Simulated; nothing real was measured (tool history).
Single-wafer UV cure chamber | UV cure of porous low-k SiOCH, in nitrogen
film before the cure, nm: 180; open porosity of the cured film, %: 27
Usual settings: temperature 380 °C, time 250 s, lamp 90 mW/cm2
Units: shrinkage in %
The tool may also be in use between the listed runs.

run	hour	temperature	time	lamp	wafers since the last listed run	hours since the UV bulbs were replaced	wafers since the quartz window was cleaned	shrinkage
1	0.0	380	250	90	0	1207.2	2418	14.520
2	7.2	380	250	90	50	1214.4	2469	13.879
3	25.0	380	250	90	125	1232.2	2595	14.029
4	41.9	380	250	90	119	1249.1	2714	13.741
5	49.8	380	250	90	55	1257.0	2770	14.156
6	99.0	380	250	90	348	1306.2	3118	13.663
7	108.0	380	250	90	63	1315.2	3182	13.346
8	124.1	380	250	90	113	1331.3	3296	13.659
9	142.1	380	250	90	127	1349.3	3423	13.923
10	159.5	380	250	90	123	1366.7	3546	13.833
11	175.1	380	250	90	110	1382.3	3657	13.223
12	186.6	380	250	90	81	1393.8	3738	13.806
# hour 195.5: UV bulbs replaced
# hour 198.0: quartz window cleaned
13	198.5	380	250	90	10	3.0	3	14.424
14	213.1	372	160	90	103	17.6	107	12.029
15	227.7	372	160	90	103	32.2	210	12.089
16	241.5	372	160	90	97	46.0	308	12.334
17	248.4	380	250	106	48	52.9	356	15.493
18	285.4	380	250	106	261	89.9	618	15.491
19	294.7	380	250	106	65	99.2	684	15.655
20	309.0	380	250	90	101	113.5	785	14.967
21	317.2	380	250	90	58	121.7	843	14.696
22	328.3	380	250	90	78	132.8	922	14.760
23	342.9	380	250	90	103	147.4	1025	14.607
24	352.7	372	130	76	69	157.2	1094	10.088
25	369.0	380	345	59	115	173.5	1210	13.665
26	381.9	371	250	90	91	186.4	1301	13.983
27	395.2	380	250	90	94	199.7	1395	14.616
28	413.7	380	250	106	130	218.2	1526	15.324
29	425.5	380	170	90	83	230.0	1609	12.331
30	439.1	375	370	64	96	243.6	1706	14.669
31	492.3	380	250	90	376	296.8	2082	14.301
32	505.2	380	250	90	91	309.7	2173	14.529
33	519.0	380	305	61	97	323.5	2271	12.925
34	535.1	380	250	90	113	339.6	2385	13.936
35	542.0	394	350	108	48	346.5	2434	17.218
36	552.0	391	250	90	70	356.5	2504	14.119
37	564.2	398	315	90	86	368.7	2591	15.519
38	574.1	390	335	90	70	378.6	2661	16.009
39	582.4	366	380	115	58	386.9	2720	17.029
40	590.8	380	250	90	59	395.3	2779	14.118
41	597.8	380	250	90	49	402.3	2829	13.775
42	609.6	369	200	120	83	414.1	2912	14.240
43	618.1	372	205	90	60	422.6	2972	13.047

3 ways to go on from here, each from the tool as it stands after run 43. What would each give?
A	618.6	380	250	114	3	423.1	2976	?
B	618.6	392	125	75	3	423.1	2976	?
C	618.6	363	250	90	3	423.1	2976	?

run	shrinkage
A	15.251
B	9.650
C	13.575
Without the tool's hidden state the same runs would have given:
run	shrinkage
A	16.209
B	10.522
C	14.505
